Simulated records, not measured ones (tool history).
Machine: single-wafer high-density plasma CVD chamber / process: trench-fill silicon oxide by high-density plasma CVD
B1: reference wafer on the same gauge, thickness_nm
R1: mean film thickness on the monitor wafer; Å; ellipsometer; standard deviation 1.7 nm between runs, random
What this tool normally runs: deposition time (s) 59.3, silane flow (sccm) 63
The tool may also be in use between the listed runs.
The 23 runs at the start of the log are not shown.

{"run": 24, "hour": 1285.4, "deposition time (s)": 59.3, "silane flow (sccm)": 63, "B1": 360.105, "R1": 3510.58}
{"hour": 1311.6, "done": "silane flow controller replaced"}
{"run": 25, "hour": 1351.4, "deposition time (s)": 59.3, "silane flow (sccm)": 70, "B1": 359.784, "R1": 3886.82}
{"run": 26, "hour": 1404.2, "deposition time (s)": 59.3, "silane flow (sccm)": 63, "B1": 359.956, "R1": 3601.36}
{"run": 27, "hour": 1562.4, "deposition time (s)": 59.3, "silane flow (sccm)": 63, "B1": 359.905, "R1": 3631.02}
{"run": 28, "hour": 1612.7, "deposition time (s)": 59.3, "silane flow (sccm)": 63, "B1": 360.493, "R1": 3605.82}
{"run": 29, "hour": 1665.2, "deposition time (s)": 59.3, "silane flow (sccm)": 63, "B1": 360.018, "R1": 3626.56}
{"run": 30, "hour": 1733.1, "deposition time (s)": 59.3, "silane flow (sccm)": 59, "B1": 360.421, "R1": 3436.09}
{"run": 31, "hour": 1781.6, "deposition time (s)": 64.7, "silane flow (sccm)": 71, "B1": 359.696, "R1": 4286.71}
{"run": 32, "hour": 1813.8, "deposition time (s)": 68.5, "silane flow (sccm)": 74, "B1": 359.803, "R1": 4659.55}
{"run": 33, "hour": 1860.2, "deposition time (s)": 65.9, "silane flow (sccm)": 54, "B1": 359.846, "R1": 3654.81}

Predict each of these 4 candidate next runs independently; none follows another, all start after run 33:
{"run": "A", "hour": 1860.6, "deposition time (s)": 59.3, "silane flow (sccm)": 56, "B1": "?", "R1": "?"}
{"run": "B", "hour": 1860.6, "deposition time (s)": 52.3, "silane flow (sccm)": 71, "B1": "?", "R1": "?"}
{"run": "C", "hour": 1860.6, "deposition time (s)": 59.3, "silane flow (sccm)": 74, "B1": "?", "R1": "?"}
{"run": "D", "hour": 1860.6, "deposition time (s)": 53.2, "silane flow (sccm)": 63, "B1": "?", "R1": "?"}

run=A B1=359.762 R1=3336.61
run=B B1=359.762 R1=3452.19
run=C B1=359.762 R1=4029.76
run=D B1=359.762 R1=3235.22
Without the tool's unlogged condition, the same runs would have read:
run=A R1=3364.59
run=B R1=3481.13
run=C R1=4063.55
run=D R1=3262.34

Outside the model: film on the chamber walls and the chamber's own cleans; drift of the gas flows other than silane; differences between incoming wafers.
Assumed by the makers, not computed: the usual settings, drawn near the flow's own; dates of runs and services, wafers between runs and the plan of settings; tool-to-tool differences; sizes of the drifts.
